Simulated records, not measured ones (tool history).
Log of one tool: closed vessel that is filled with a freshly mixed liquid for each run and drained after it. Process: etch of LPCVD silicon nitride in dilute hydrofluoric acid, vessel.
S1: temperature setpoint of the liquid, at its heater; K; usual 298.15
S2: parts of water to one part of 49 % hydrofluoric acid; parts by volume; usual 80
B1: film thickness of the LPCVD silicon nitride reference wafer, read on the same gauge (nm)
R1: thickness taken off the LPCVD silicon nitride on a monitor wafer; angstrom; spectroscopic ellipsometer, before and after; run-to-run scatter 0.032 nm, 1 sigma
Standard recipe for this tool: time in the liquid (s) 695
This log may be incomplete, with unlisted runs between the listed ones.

Run 1, hour 0.0: usual settings; B1 60.000. Result: R1 50.96 angstrom.
Run 2, hour 17.2: usual settings; B1 59.984. Result: R1 50.16 angstrom.
Run 3, hour 33.2: usual settings; B1 60.008. Result: R1 50.71 angstrom.
Run 4, hour 50.3: usual settings; B1 59.977. Result: R1 49.73 angstrom.
Run 5, hour 85.0: usual settings; B1 60.007. Result: R1 50.80 angstrom.
Run 6, hour 107.9: usual settings; B1 59.992. Result: R1 49.80 angstrom.
Run 7, hour 142.6: usual settings; B1 60.009. Result: R1 49.87 angstrom.
Run 8, hour 155.3: usual settings; B1 59.995. Result: R1 49.78 angstrom.
Run 9, hour 173.9: usual settings; B1 60.027. Result: R1 49.55 angstrom.
Run 10, hour 242.8: usual settings but S2 50 parts by volume; B1 60.019. Result: R1 78.30 angstrom.
Run 11, hour 276.1: usual settings; B1 59.981. Result: R1 48.58 angstrom.
Run 12, hour 300.1: usual settings; B1 60.027. Result: R1 48.83 angstrom.
Run 13, hour 358.2: usual settings but S1 295.65 K; B1 59.992. Result: R1 44.78 angstrom.
Run 14, hour 393.1: usual settings but S1 293.15 K, S2 50 parts by volume, time in the liquid (s) 870; B1 59.979. Result: R1 74.25 angstrom.
Run 15, hour 422.6: usual settings but S1 301.15 K, S2 55 parts by volume; B1 60.017. Result: R1 92.52 angstrom.
Run 16, hour 449.1: usual settings but S1 296.65 K, S2 110 parts by volume, time in the liquid (s) 1030; B1 59.999. Result: R1 51.17 angstrom.
Run 17, hour 483.8: usual settings but S2 105 parts by volume, time in the liquid (s) 440; B1 59.985. Result: R1 25.12 angstrom.
Run 18, hour 502.9: usual settings but S1 296.15 K, S2 55 parts by volume, time in the liquid (s) 1055; B1 59.996. Result: R1 99.57 angstrom.
Run 19, hour 537.6: usual settings but S1 295.15 K, S2 55 parts by volume, time in the liquid (s) 850; B1 59.992. Result: R1 75.00 angstrom.
Run 20, hour 555.3: usual settings; B1 60.019. Result: R1 51.82 angstrom.
Run 21, hour 581.5: usual settings but S1 303.15 K, S2 110 parts by volume, time in the liquid (s) 580; B1 60.007. Result: R1 43.22 angstrom.
Run 22, hour 611.2: usual settings but S2 105 parts by volume, time in the liquid (s) 880; B1 60.010. Result: R1 49.92 angstrom.
Run 23, hour 624.3: usual settings; B1 60.034. Result: R1 51.36 angstrom.
Run 24, hour 654.5: usual settings; B1 60.017. Result: R1 51.50 angstrom.
Run 25, hour 673.5: usual settings but S1 296.65 K, S2 65 parts by volume, time in the liquid (s) 1105; B1 59.980. Result: R1 91.48 angstrom.
Run 26, hour 689.1: usual settings but S1 300.65 K, S2 50 parts by volume; B1 59.995. Result: R1 95.15 angstrom.

Put back what was entered between runs (4 entries, withheld): which listed runs does each sit between, and how does the hidden state differ from the listed run before to the listed run after?
After run 4, before run 5: gauge calibrated (hour 54.0)
  hydrofluoric acid flow below the setpoint (%): 6.35 -> 6.69
  measured result minus the result with no hidden state, R1: -3.32 -> -3.60 angstrom
After run 12, before run 13: hydrofluoric acid flow meter replaced (hour 316.5)
  hydrofluoric acid flow below the setpoint (%): 8.85 -> 1.43
  measured result minus the result with no hidden state, R1: -4.69 -> -0.64 angstrom
After run 16, before run 17: gauge calibrated (hour 452.8)
  hydrofluoric acid flow below the setpoint (%): 2.34 -> 2.69
  measured result minus the result with no hidden state, R1: -1.20 -> -0.68 angstrom
After run 18, before run 19: thermometer replaced (hour 526.1)
  hydrofluoric acid flow below the setpoint (%): 2.88 -> 3.23
  measured result minus the result with no hidden state, R1: -2.89 -> -2.44 angstrom

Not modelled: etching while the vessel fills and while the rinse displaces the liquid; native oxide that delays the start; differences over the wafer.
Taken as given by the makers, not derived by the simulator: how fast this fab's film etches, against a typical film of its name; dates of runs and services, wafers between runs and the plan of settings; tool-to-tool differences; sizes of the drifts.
